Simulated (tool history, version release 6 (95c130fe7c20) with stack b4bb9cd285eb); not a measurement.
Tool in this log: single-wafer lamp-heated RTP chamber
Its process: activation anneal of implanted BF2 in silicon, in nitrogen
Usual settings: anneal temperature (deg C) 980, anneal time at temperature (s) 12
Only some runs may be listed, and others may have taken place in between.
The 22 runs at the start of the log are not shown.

run    hour  anneal temperature (deg C)  anneal time at temperature (s)  read-back reference wafer on the same gauge, sheet resistance  sheet resistance of the implanted and annealed layer (ohm/square)
 23  2059.1                         980                              12                                                         266.35                                                             225.82
 24  2118.3                         980                              12                                                         265.59                                                             225.56
     2154.2  -- reflector plate cleaned
     2215.5  -- gauge calibrated
 25  2217.8                         980                              19                                                         266.07                                                             214.61
 26  2449.4                         980                              12                                                         265.52                                                             222.18
 27  2500.9                         980                              12                                                         265.92                                                             224.14
 28  2551.3                         980                              12                                                         266.11                                                             220.28
 29  2610.8                         969                               8                                                         265.83                                                             244.18
     2631.5  -- pyrometer window cleaned and pyrometer calibrated
 30  2665.8                         954                              14                                                         266.26                                                             264.61
 31  2703.0                         996                              14                                                         265.61                                                             206.32
 32  2793.2                         980                              12                                                         266.35                                                             224.72
     2865.0  -- reflector plate cleaned
 33  2880.0                        1002                              12                                                         266.22                                                             199.29
 34  2920.5                         995                               8                                                         265.73                                                             215.45
 35  3012.5                        1000                               8                                                         266.56                                                             210.95

What if the next run were any one of these 5? Each begins from the tool's condition after run 35:
  A  3012.9                         980                              12                                                              ?                                                                  ?
  B  3012.9                         969                              16                                                              ?                                                                  ?
  C  3012.9                         957                              14                                                              ?                                                                  ?
  D  3012.9                         956                              16                                                              ?                                                                  ?
  E  3012.9                         967                              18                                                              ?                                                                  ?

run  read-back reference wafer on the same gauge, sheet resistance  sheet resistance of the implanted and annealed layer (ohm/square)
  A                                                         265.76                                                             224.22
  B                                                         265.76                                                             233.79
  C                                                         265.76                                                             255.52
  D                                                         265.76                                                             254.18
  E                                                         265.76                                                             234.09
Had the tool no hidden state, the same runs would have come out as:
run  sheet resistance of the implanted and annealed layer (ohm/square)
  A                                                             229.69
  B                                                             239.86
  C                                                             262.04
  D                                                             260.76
  E                                                             240.22
